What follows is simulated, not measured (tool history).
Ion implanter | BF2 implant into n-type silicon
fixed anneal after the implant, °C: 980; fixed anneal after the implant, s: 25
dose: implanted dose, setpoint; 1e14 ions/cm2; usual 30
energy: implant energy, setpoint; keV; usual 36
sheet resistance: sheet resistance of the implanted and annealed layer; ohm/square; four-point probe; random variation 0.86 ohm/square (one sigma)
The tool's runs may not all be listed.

run,day,dose,energy,wafers since the last listed run,hours since the last dose calibration,hours since the extraction supply was calibrated,hours since the gauge calibration,"read-back reference wafer on the same gauge, sheet resistance",sheet resistance
1,0,32.35,32.5,0,471,5693.2,476.6,162.97,153.34
2,1.921,32.35,32.5,628,517.1,5739.3,522.7,163.25,152.01
3,3.088,23.4,44.5,381,545.1,5767.3,550.7,163.06,132.28
4,4.217,23.4,44.5,369,572.2,5794.4,577.8,163.24,133.52
5,10.879,23.4,44.5,2180,732.1,5954.3,737.7,163.14,132.69
# day 17.988: extraction supply calibrated
6,19.862,30,36,2830,947.7,45,953.3,163,145.83
7,21.475,25.69,36,527,986.4,83.7,992,162.93,147.68
# day 21.638: gauge calibrated
8,23.683,25.69,36,722,1039.4,136.7,49.1,162.81,147.19
9,25.1,25.69,36,463,1073.4,170.7,83.1,163.04,147.85
# day 26.217: Faraday cup replaced and dose calibrated
10,27.921,28.06,44,814,40.9,238.4,150.8,162.98,130.99
11,30.879,30,28,968,111.9,309.4,221.8,162.77,165.26
12,32.429,30,36,507,149.1,346.6,259,163.1,145.6
13,34.171,22.33,32.5,569,190.9,388.4,300.8,163.04,159.05
14,36.925,23.4,44.5,901,257,454.5,366.9,162.94,130.39
15,39.312,21.45,27.5,781,314.3,511.8,424.2,162.9,172.67
16,41.554,32.35,32.5,733,368.1,565.6,478,162.93,152.11
17,42.8,26.34,48,407,398,595.5,507.9,163.31,126.25
18,43.996,23.41,41,391,426.7,624.2,536.6,162.92,137.49
19,46.467,30,41,808,486,683.5,595.9,162.98,135.67

The next listed run, before its measurement:
20,49.388,34.27,32.5,955,556.1,753.6,666,?,?

read-back reference wafer on the same gauge, sheet resistance: 162.93
sheet resistance: 153.7 ohm/square
Without the tool's hidden state the same run would have given sheet resistance 153.7 ohm/square.

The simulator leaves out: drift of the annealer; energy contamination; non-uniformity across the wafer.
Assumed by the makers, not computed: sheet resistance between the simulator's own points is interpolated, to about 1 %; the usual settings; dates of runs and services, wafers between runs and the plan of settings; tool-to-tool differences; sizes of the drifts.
